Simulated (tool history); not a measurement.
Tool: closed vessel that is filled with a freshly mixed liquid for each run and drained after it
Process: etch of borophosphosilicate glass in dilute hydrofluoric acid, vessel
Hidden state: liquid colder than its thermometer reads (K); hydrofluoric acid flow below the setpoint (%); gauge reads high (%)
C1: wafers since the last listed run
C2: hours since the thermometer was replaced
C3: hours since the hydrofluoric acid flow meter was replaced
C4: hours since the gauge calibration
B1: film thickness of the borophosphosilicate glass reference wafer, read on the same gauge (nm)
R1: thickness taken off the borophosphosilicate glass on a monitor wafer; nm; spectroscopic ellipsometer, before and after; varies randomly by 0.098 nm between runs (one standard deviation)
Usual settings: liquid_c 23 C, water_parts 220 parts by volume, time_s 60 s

{"run": 1, "day": 0.0, "liquid_c": 23, "water_parts": 220, "time_s": 45, "C1": 0, "C2": 1726.5, "C3": 686.5, "C4": 259.3, "B1": 80.01, "R1": 8.66}
{"run": 2, "day": 1.333, "liquid_c": 23, "water_parts": 220, "time_s": 60, "C1": 2960, "C2": 1758.5, "C3": 718.5, "C4": 291.3, "B1": 79.99, "R1": 11.42}
{"run": 3, "day": 2.096, "liquid_c": 23, "water_parts": 220, "time_s": 60, "C1": 1693, "C2": 1776.8, "C3": 736.8, "C4": 309.6, "B1": 80, "R1": 11.39}
{"run": 4, "day": 3.242, "liquid_c": 23, "water_parts": 220, "time_s": 60, "C1": 2544, "C2": 1804.3, "C3": 764.3, "C4": 337.1, "B1": 80.05, "R1": 11.18}
{"run": 5, "day": 4.258, "liquid_c": 23, "water_parts": 275, "time_s": 60, "C1": 2257, "C2": 1828.7, "C3": 788.7, "C4": 361.5, "B1": 80.02, "R1": 8.6}
{"run": 6, "day": 4.925, "liquid_c": 23, "water_parts": 275, "time_s": 60, "C1": 1480, "C2": 1844.7, "C3": 804.7, "C4": 377.5, "B1": 79.98, "R1": 8.57}
{"run": 7, "day": 6.017, "liquid_c": 23, "water_parts": 220, "time_s": 80, "C1": 2424, "C2": 1870.9, "C3": 830.9, "C4": 403.7, "B1": 80.02, "R1": 15.09}
{"run": 8, "day": 7.021, "liquid_c": 23, "water_parts": 220, "time_s": 80, "C1": 2229, "C2": 1895, "C3": 855, "C4": 427.8, "B1": 79.97, "R1": 15}
{"run": 9, "day": 7.879, "liquid_c": 23, "water_parts": 135, "time_s": 60, "C1": 1905, "C2": 1915.6, "C3": 875.6, "C4": 448.4, "B1": 80.02, "R1": 20.11}
{"run": 10, "day": 8.467, "liquid_c": 23, "water_parts": 135, "time_s": 60, "C1": 1304, "C2": 1929.7, "C3": 889.7, "C4": 462.5, "B1": 80.01, "R1": 20.13}
{"run": 11, "day": 9.717, "liquid_c": 23, "water_parts": 220, "time_s": 60, "C1": 2775, "C2": 1959.7, "C3": 919.7, "C4": 492.5, "B1": 80.02, "R1": 11.09}
{"day": 10.938, "done": "gauge calibrated"}
{"run": 12, "day": 11.2, "liquid_c": 23, "water_parts": 220, "time_s": 60, "C1": 3293, "C2": 1995.3, "C3": 955.3, "C4": 6.3, "B1": 80.02, "R1": 11.05}
{"run": 13, "day": 12.442, "liquid_c": 23, "water_parts": 220, "time_s": 60, "C1": 2757, "C2": 2025.1, "C3": 985.1, "C4": 36.1, "B1": 80.02, "R1": 10.99}
{"run": 14, "day": 13.4, "liquid_c": 23, "water_parts": 325, "time_s": 70, "C1": 2128, "C2": 2048.1, "C3": 1008.1, "C4": 59.1, "B1": 80, "R1": 7.81}
{"day": 14.396, "done": "hydrofluoric acid flow meter replaced"}
{"day": 15.871, "done": "thermometer replaced"}
{"run": 15, "day": 15.883, "liquid_c": 27.5, "water_parts": 150, "time_s": 70, "C1": 5329, "C2": 0.3, "C3": 35.7, "C4": 118.7, "B1": 79.96, "R1": 28.78}
{"run": 16, "day": 17.05, "liquid_c": 23, "water_parts": 220, "time_s": 80, "C1": 2590, "C2": 28.3, "C3": 63.7, "C4": 146.7, "B1": 79.94, "R1": 17.5}
{"run": 17, "day": 18.479, "liquid_c": 23, "water_parts": 220, "time_s": 30, "C1": 3173, "C2": 62.6, "C3": 98, "C4": 181, "B1": 80, "R1": 6.57}
{"run": 18, "day": 19.792, "liquid_c": 25.5, "water_parts": 135, "time_s": 60, "C1": 2914, "C2": 94.1, "C3": 129.5, "C4": 212.5, "B1": 80, "R1": 25.57}
{"run": 19, "day": 21.258, "liquid_c": 19, "water_parts": 315, "time_s": 70, "C1": 3256, "C2": 129.3, "C3": 164.7, "C4": 247.7, "B1": 80.03, "R1": 8.34}
{"run": 20, "day": 22.579, "liquid_c": 27, "water_parts": 270, "time_s": 60, "C1": 2933, "C2": 161, "C3": 196.4, "C4": 279.4, "B1": 79.98, "R1": 11.52}
{"run": 21, "day": 23.708, "liquid_c": 20.5, "water_parts": 110, "time_s": 90, "C1": 2507, "C2": 188.1, "C3": 223.5, "C4": 306.5, "B1": 79.97, "R1": 39.74}
{"run": 22, "day": 24.642, "liquid_c": 27, "water_parts": 220, "time_s": 60, "C1": 2072, "C2": 210.5, "C3": 245.9, "C4": 328.9, "B1": 80.04, "R1": 14.86}
{"run": 23, "day": 25.725, "liquid_c": 21.5, "water_parts": 220, "time_s": 50, "C1": 2405, "C2": 236.5, "C3": 271.9, "C4": 354.9, "B1": 80, "R1": 10.18}
{"run": 24, "day": 26.95, "liquid_c": 19.5, "water_parts": 295, "time_s": 50, "C1": 2720, "C2": 265.9, "C3": 301.3, "C4": 384.3, "B1": 79.98, "R1": 6.49}
{"run": 25, "day": 28.383, "liquid_c": 23, "water_parts": 220, "time_s": 60, "C1": 3182, "C2": 300.3, "C3": 335.7, "C4": 418.7, "B1": 80, "R1": 12.73}

Run 26 has not been measured yet. What should we expect?
{"run": 26, "day": 29.675, "liquid_c": 28, "water_parts": 220, "time_s": 30, "C1": 2868, "C2": 331.3, "C3": 366.7, "C4": 449.7, "B1": "?", "R1": "?"}

B1: 80.01
R1: 7.65 nm
If the tool had no hidden condition, the same run with the same run-to-run variation would have returned R1 8.03 nm.
